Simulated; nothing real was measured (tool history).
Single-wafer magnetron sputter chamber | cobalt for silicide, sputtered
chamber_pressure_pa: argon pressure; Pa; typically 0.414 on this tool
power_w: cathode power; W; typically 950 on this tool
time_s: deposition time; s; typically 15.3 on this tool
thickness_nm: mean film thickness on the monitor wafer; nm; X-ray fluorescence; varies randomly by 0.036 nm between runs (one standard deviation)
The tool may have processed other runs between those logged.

run    hour  chamber_pressure_pa  power_w  time_s  read-back reference wafer on the same gauge, thickness_nm  thickness_nm
  1     0.0                0.414      950    15.3                                                      7.060         7.606
  2    89.3                0.414      950    15.3                                                      7.056         7.587
  3   145.9                0.414      950    15.3                                                      7.059         7.565
      226.1  -- sputter target and shields replaced
  4   226.6                0.414      950    15.3                                                      7.065         7.627
  5   306.5                0.414      950    15.3                                                      7.094         7.646
  6   381.7                0.414      950    16.6                                                      7.083         8.305
  7   479.4                0.414      950    16.6                                                      7.077         8.255
  8   583.9                0.414      950    16.6                                                      7.079         8.319
  9   767.9                0.414      950    15.3                                                      7.092         7.585
      845.0  -- sputter target and shields replaced
 10   865.5                0.414      950    15.3                                                      7.090         7.646
 11   937.4                0.414      950    16.9                                                      7.103         8.476
 12   980.1                0.414      950    16.9                                                      7.085         8.472
 13  1020.5                0.342      950    15.3                                                      7.107         7.785
 14  1124.6                0.342      950    15.3                                                      7.104         7.818
 15  1215.4                0.326      950    15.3                                                      7.100         7.793
 16  1268.0                0.326      950    15.3                                                      7.102         7.813
     1321.9  -- capacitance manometer re-zeroed and calibrated
 17  1366.8                0.326      950    15.3                                                      7.096         7.870
     1431.9  -- sputter target and shields replaced
 18  1435.3                0.414      950    16.6                                                      7.109         8.291
 19  1521.7                0.414      950    16.6                                                      7.102         8.307
     1612.2  -- gauge calibrated
 20  1628.1                0.414      950    15.3                                                      6.866         7.348
 21  1716.3                0.316     1050    18.1                                                      6.907         9.945
 22  1781.1                0.362      900    15.3                                                      6.924         7.186
 23  1885.4                0.495      950    14.2                                                      6.926         6.790
     1950.0  -- sputter target and shields replaced
 24  1975.4                0.414      950    15.3                                                      6.958         7.476
 25  2055.7                0.414      950    15.3                                                      6.971         7.421
 26  2100.9                0.365      750    13.7                                                      6.981         5.399
 27  2173.2                0.414      950    15.3                                                      6.993         7.515
     2198.9  -- magnet pack replaced
 28  2225.7                0.414      950    13.0                                                      6.999         6.412
 29  2295.4                0.414      950    13.4                                                      7.023         6.607
     2497.7  -- sputter target and shields replaced
 30  2499.1                0.259      950    15.3                                                      7.037         7.925
 31  2541.7                0.317      950    12.6                                                      7.023         6.431
 32  2624.6                0.548      800    14.1                                                      7.058         5.659
 33  2712.3                0.517      800    13.7                                                      7.060         5.581
 34  2808.0                0.336      800    17.4                                                      7.071         7.460

Predict each of these 5 candidate next runs independently; none follows another, all start after run 34:
  A  2808.4                0.414      950    15.3                                                          ?             ?
  B  2808.4                0.300      950    17.7                                                          ?             ?
  C  2808.4                0.414     1050    15.3                                                          ?             ?
  D  2808.4                0.541      950    12.5                                                          ?             ?
  E  2808.4                0.522      750    13.0                                                          ?             ?

run  read-back reference wafer on the same gauge, thickness_nm  thickness_nm
  A                                                      7.065         7.601
  B                                                      7.065         9.072
  C                                                      7.065         8.401
  D                                                      7.065         5.999
  E                                                      7.065         4.951
Take away the tool's hidden state, keep each run's random variation, and the runs would have read:
run  thickness_nm
  A         7.361
  B         8.786
  C         8.136
  D         5.810
  E         4.795

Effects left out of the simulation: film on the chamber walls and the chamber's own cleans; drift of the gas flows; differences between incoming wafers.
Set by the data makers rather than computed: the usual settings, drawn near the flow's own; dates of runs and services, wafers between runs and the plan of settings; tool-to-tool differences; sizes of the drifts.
